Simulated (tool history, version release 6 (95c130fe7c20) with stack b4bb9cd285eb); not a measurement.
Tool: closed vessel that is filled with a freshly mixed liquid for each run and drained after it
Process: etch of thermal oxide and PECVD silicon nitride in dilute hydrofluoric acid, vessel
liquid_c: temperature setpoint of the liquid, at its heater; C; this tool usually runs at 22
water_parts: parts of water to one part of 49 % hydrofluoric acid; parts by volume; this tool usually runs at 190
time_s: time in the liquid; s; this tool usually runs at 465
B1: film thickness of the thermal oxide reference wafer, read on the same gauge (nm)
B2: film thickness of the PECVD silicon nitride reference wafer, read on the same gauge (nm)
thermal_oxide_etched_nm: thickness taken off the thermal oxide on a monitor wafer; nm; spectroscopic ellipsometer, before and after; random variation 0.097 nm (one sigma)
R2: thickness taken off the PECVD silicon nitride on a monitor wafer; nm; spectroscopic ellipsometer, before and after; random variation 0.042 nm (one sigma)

run 1 hour=0 | liquid_c=23.5 water_parts=190 time_s=465 | B1=140.02 B2=40.005 | thermal_oxide_etched_nm=9.95 R2=5.074
-- hour=11 hydrofluoric acid flow meter replaced
run 2 hour=54.7 | liquid_c=22 water_parts=190 time_s=465 | B1=140.03 B2=40.002 | thermal_oxide_etched_nm=9.34 R2=4.519
run 3 hour=162.3 | liquid_c=22 water_parts=190 time_s=465 | B1=140.01 B2=39.993 | thermal_oxide_etched_nm=9.12 R2=4.581
run 4 hour=252.7 | liquid_c=22 water_parts=190 time_s=465 | B1=139.96 B2=39.981 | thermal_oxide_etched_nm=9.15 R2=4.496
run 5 hour=308.9 | liquid_c=22 water_parts=240 time_s=465 | B1=139.98 B2=40.011 | thermal_oxide_etched_nm=6.91 R2=3.597
run 6 hour=383.9 | liquid_c=22 water_parts=240 time_s=465 | B1=140.01 B2=39.996 | thermal_oxide_etched_nm=6.99 R2=3.583
run 7 hour=462.3 | liquid_c=22 water_parts=160 time_s=465 | B1=139.98 B2=39.964 | thermal_oxide_etched_nm=11.1 R2=5.243
run 8 hour=501.7 | liquid_c=27 water_parts=260 time_s=465 | B1=139.99 B2=40.004 | thermal_oxide_etched_nm=7.54 R2=4.535
run 9 hour=586.4 | liquid_c=25.5 water_parts=135 time_s=705 | B1=139.99 B2=39.988 | thermal_oxide_etched_nm=23.82 R2=12.051
-- hour=596.2 gauge calibrated
run 10 hour=632.9 | liquid_c=25.5 water_parts=155 time_s=200 | B1=140.02 B2=39.994 | thermal_oxide_etched_nm=5.75 R2=2.95
run 11 hour=684.8 | liquid_c=18 water_parts=270 time_s=200 | B1=139.97 B2=40.02 | thermal_oxide_etched_nm=2.23 R2=1.025
run 12 hour=767.3 | liquid_c=22 water_parts=190 time_s=465 | B1=140 B2=39.982 | thermal_oxide_etched_nm=9.03 R2=4.399
run 13 hour=824.3 | liquid_c=18 water_parts=190 time_s=240 | B1=140.03 B2=40.008 | thermal_oxide_etched_nm=4.03 R2=1.734
-- hour=855.9 thermometer replaced
run 14 hour=884.8 | liquid_c=22 water_parts=190 time_s=195 | B1=140 B2=39.983 | thermal_oxide_etched_nm=4.12 R2=2.088
run 15 hour=934.7 | liquid_c=26 water_parts=125 time_s=275 | B1=140.02 B2=39.985 | thermal_oxide_etched_nm=10.8 R2=5.634
run 16 hour=1009.7 | liquid_c=23.5 water_parts=235 time_s=730 | B1=140.02 B2=40.003 | thermal_oxide_etched_nm=12.41 R2=6.898
run 17 hour=1055.7 | liquid_c=23.5 water_parts=100 time_s=275 | B1=140.01 B2=39.99 | thermal_oxide_etched_nm=13.01 R2=5.958
run 18 hour=1106.5 | liquid_c=22 water_parts=190 time_s=465 | B1=140.01 B2=39.996 | thermal_oxide_etched_nm=9.6 R2=4.877
run 19 hour=1194.8 | liquid_c=20 water_parts=190 time_s=595 | B1=139.99 B2=40.011 | thermal_oxide_etched_nm=11.46 R2=5.502
run 20 hour=1242.9 | liquid_c=22 water_parts=120 time_s=465 | B1=139.95 B2=40.011 | thermal_oxide_etched_nm=16.8 R2=7.7
run 21 hour=1304.1 | liquid_c=24.5 water_parts=115 time_s=275 | B1=139.96 B2=39.98 | thermal_oxide_etched_nm=11.25 R2=5.579
run 22 hour=1393.3 | liquid_c=22 water_parts=190 time_s=285 | B1=140 B2=39.993 | thermal_oxide_etched_nm=5.85 R2=2.959
run 23 hour=1477.8 | liquid_c=22 water_parts=190 time_s=465 | B1=139.99 B2=39.974 | thermal_oxide_etched_nm=9.7 R2=4.799
run 24 hour=1581.6 | liquid_c=19 water_parts=285 time_s=545 | B1=139.98 B2=40.004 | thermal_oxide_etched_nm=6.13 R2=3.106
run 25 hour=1623.4 | liquid_c=22 water_parts=190 time_s=465 | B1=139.99 B2=40.007 | thermal_oxide_etched_nm=9.56 R2=4.85

Forecast each of these 4 alternatives for the next run:
run A hour=1624.2 | liquid_c=22 water_parts=190 time_s=385 | B1=? B2=? | thermal_oxide_etched_nm=? R2=?
run B hour=1624.2 | liquid_c=25.5 water_parts=275 time_s=280 | B1=? B2=? | thermal_oxide_etched_nm=? R2=?
run C hour=1624.2 | liquid_c=18 water_parts=140 time_s=715 | B1=? B2=? | thermal_oxide_etched_nm=? R2=?
run D hour=1624.2 | liquid_c=22 water_parts=190 time_s=295 | B1=? B2=? | thermal_oxide_etched_nm=? R2=?

run=A B1=140 B2=39.995 thermal_oxide_etched_nm=7.95 R2=3.96
run=B B1=140 B2=39.995 thermal_oxide_etched_nm=4.17 R2=2.495
run=C B1=140 B2=39.995 thermal_oxide_etched_nm=17.98 R2=7.571
run=D B1=140 B2=39.995 thermal_oxide_etched_nm=6.09 R2=3.034
With no hidden state in the tool, these same runs would have given:
run=A thermal_oxide_etched_nm=8.17 R2=4.142
run=B thermal_oxide_etched_nm=4.27 R2=2.602
run=C thermal_oxide_etched_nm=18.5 R2=7.937
run=D thermal_oxide_etched_nm=6.26 R2=3.173
